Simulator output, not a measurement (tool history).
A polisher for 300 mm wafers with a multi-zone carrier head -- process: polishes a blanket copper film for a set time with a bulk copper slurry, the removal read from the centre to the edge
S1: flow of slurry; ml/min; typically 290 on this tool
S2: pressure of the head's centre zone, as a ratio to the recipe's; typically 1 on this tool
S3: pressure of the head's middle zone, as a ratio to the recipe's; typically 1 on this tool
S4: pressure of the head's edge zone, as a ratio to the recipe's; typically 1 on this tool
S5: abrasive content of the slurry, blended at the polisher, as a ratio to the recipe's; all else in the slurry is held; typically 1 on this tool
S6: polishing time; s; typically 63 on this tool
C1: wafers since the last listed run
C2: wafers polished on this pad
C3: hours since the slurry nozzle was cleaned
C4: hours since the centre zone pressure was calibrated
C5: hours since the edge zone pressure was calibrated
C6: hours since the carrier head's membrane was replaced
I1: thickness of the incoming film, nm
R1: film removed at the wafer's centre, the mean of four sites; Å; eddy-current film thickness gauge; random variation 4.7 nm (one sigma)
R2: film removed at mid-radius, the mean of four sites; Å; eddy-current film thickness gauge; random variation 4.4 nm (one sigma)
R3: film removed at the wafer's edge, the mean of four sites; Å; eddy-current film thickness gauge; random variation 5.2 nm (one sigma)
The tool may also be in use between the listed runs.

run 1 hour=0 | S1=370 S2=1 S3=1 S4=1 S5=1 S6=63 | C1=0 C2=344 C3=683.6 C4=981.1 C5=1452.7 C6=40.8 | I1=3325.4 | R1=4006 R2=4071 R3=4048
-- hour=12.3 slurry nozzle cleaned
run 2 hour=37 | S1=290 S2=1 S3=1 S4=1 S5=1.1 S6=63 | C1=266 C2=610 C3=24.7 C4=1018.1 C5=1489.7 C6=77.8 | I1=3261.7 | R1=3933 R2=3974 R3=4073
run 3 hour=49.4 | S1=290 S2=1 S3=1 S4=1.05 S5=1 S6=71 | C1=91 C2=702 C3=37.1 C4=1030.5 C5=1502.1 C6=90.2 | I1=3274 | R1=4347 R2=4447 R3=4484
run 4 hour=61.7 | S1=290 S2=0.9 S3=1 S4=1 S5=0.9 S6=63 | C1=91 C2=793 C3=49.4 C4=1042.8 C5=1514.4 C6=102.5 | I1=3296.4 | R1=3563 R2=3799 R3=3833
-- hour=71.8 centre zone pressure recalibrated
-- hour=72.4 edge zone pressure recalibrated
run 5 hour=77.3 | S1=290 S2=1 S3=1 S4=1 S5=1 S6=63 | C1=95 C2=889 C3=65 C4=5.5 C5=4.9 C6=118.1 | I1=3256.7 | R1=3860 R2=3785 R3=3993
run 6 hour=87.7 | S1=290 S2=1 S3=1 S4=1.1 S5=0.75 S6=63 | C1=77 C2=966 C3=75.4 C4=15.9 C5=15.3 C6=128.5 | I1=3294.9 | R1=3581 R2=3629 R3=3877
run 7 hour=95.6 | S1=290 S2=1 S3=1 S4=1 S5=1 S6=63 | C1=58 C2=1025 C3=83.3 C4=23.8 C5=23.2 C6=136.4 | I1=3317.2 | R1=3824 R2=3804 R3=3895
run 8 hour=108.8 | S1=290 S2=1 S3=1 S4=1 S5=1.25 S6=44 | C1=97 C2=1123 C3=96.5 C4=37 C5=36.4 C6=149.6 | I1=3304.8 | R1=2814 R2=2740 R3=2827
run 9 hour=118.7 | S1=290 S2=1 S3=1.06 S4=1 S5=0.8 S6=63 | C1=73 C2=1196 C3=106.4 C4=46.9 C5=46.3 C6=159.5 | I1=3292.6 | R1=3690 R2=3727 R3=3760
-- hour=124.4 worn pad replaced by a new one
run 10 hour=125.5 | S1=290 S2=1.08 S3=1 S4=1 S5=1.15 S6=63 | C1=20 C2=8 C3=113.2 C4=53.7 C5=53.1 C6=166.3 | I1=3259.5 | R1=4269 R2=4123 R3=4164
run 11 hour=132 | S1=230 S2=1 S3=1 S4=1 S5=1.25 S6=63 | C1=48 C2=56 C3=119.7 C4=60.2 C5=59.6 C6=172.8 | I1=3263.9 | R1=4038 R2=4069 R3=4239
run 12 hour=138.2 | S1=290 S2=1 S3=1 S4=1 S5=1 S6=63 | C1=45 C2=102 C3=125.9 C4=66.4 C5=65.8 C6=179 | I1=3271.8 | R1=3928 R2=3899 R3=4059
run 13 hour=148 | S1=290 S2=1.09 S3=1 S4=1.1 S5=1 S6=72 | C1=72 C2=174 C3=135.7 C4=76.2 C5=75.6 C6=188.8 | I1=3223.2 | R1=4782 R2=4537 R3=4860
run 14 hour=161.9 | S1=290 S2=0.95 S3=1 S4=1.06 S5=1.25 S6=63 | C1=102 C2=277 C3=149.6 C4=90.1 C5=89.5 C6=202.7 | I1=3302.7 | R1=4054 R2=4218 R3=4359
run 15 hour=170.1 | S1=210 S2=1.09 S3=0.9 S4=1 S5=1 S6=63 | C1=60 C2=338 C3=157.8 C4=98.3 C5=97.7 C6=210.9 | I1=3276.9 | R1=4147 R2=3541 R3=3958
run 16 hour=180.5 | S1=220 S2=1 S3=1 S4=1 S5=1 S6=63 | C1=77 C2=415 C3=168.2 C4=108.7 C5=108.1 C6=221.3 | I1=3300 | R1=3854 R2=3963 R3=4061
run 17 hour=193.1 | S1=335 S2=1 S3=1 S4=1 S5=1 S6=63 | C1=93 C2=508 C3=180.8 C4=121.3 C5=120.7 C6=233.9 | I1=3295.4 | R1=4020 R2=3931 R3=4051
run 18 hour=206.7 | S1=290 S2=1 S3=1 S4=0.94 S5=1 S6=63 | C1=100 C2=609 C3=194.4 C4=134.9 C5=134.3 C6=247.5 | I1=3317.4 | R1=3923 R2=3940 R3=3915
run 19 hour=212.9 | S1=290 S2=1 S3=1 S4=1 S5=1 S6=42 | C1=45 C2=655 C3=200.6 C4=141.1 C5=140.5 C6=253.7 | I1=3236.2 | R1=2627 R2=2607 R3=2675
run 20 hour=230.9 | S1=290 S2=1 S3=1 S4=0.91 S5=1 S6=78 | C1=133 C2=788 C3=218.6 C4=159.1 C5=158.5 C6=271.7 | I1=3312.9 | R1=4740 R2=4784 R3=4912
run 21 hour=261.4 | S1=290 S2=1 S3=0.97 S4=0.95 S5=1 S6=63 | C1=225 C2=1014 C3=249.1 C4=189.6 C5=189 C6=302.2 | I1=3255.7 | R1=3786 R2=3695 R3=3887
run 22 hour=270.2 | S1=265 S2=1 S3=1 S4=1.08 S5=1 S6=63 | C1=65 C2=1080 C3=257.9 C4=198.4 C5=197.8 C6=311 | I1=3249.4 | R1=3805 R2=3766 R3=3981
run 23 hour=282.4 | S1=380 S2=1 S3=1 S4=1 S5=1 S6=63 | C1=90 C2=1170 C3=270.1 C4=210.6 C5=210 C6=323.2 | I1=3262.9 | R1=3823 R2=3843 R3=3968

Consider 3 possible next runs. They are alternatives, not a sequence: every one starts from the tool as it was left by run 23. What does each give?
run A hour=282.8 | S1=290 S2=1 S3=1 S4=1 S5=1 S6=63 | C1=2 C2=1173 C3=270.5 C4=211 C5=210.4 C6=323.6 | I1=3304.7 | R1=? R2=? R3=?
run B hour=282.8 | S1=320 S2=1 S3=1.04 S4=1 S5=1 S6=63 | C1=2 C2=1173 C3=270.5 C4=211 C5=210.4 C6=323.6 | I1=3304.7 | R1=? R2=? R3=?
run C hour=282.8 | S1=290 S2=0.96 S3=0.94 S4=1 S5=1 S6=73 | C1=2 C2=1173 C3=270.5 C4=211 C5=210.4 C6=323.6 | I1=3304.7 | R1=? R2=? R3=?

run=A R1=3878 R2=3820 R3=3915
run=B R1=3905 R2=3973 R3=3930
run=C R1=4394 R2=4203 R3=4540
With no hidden state in the tool, these same runs would have given:
run=A R1=4055 R2=3994 R3=4093
run=B R1=4082 R2=4153 R3=4109
run=C R1=4594 R2=4394 R3=4746
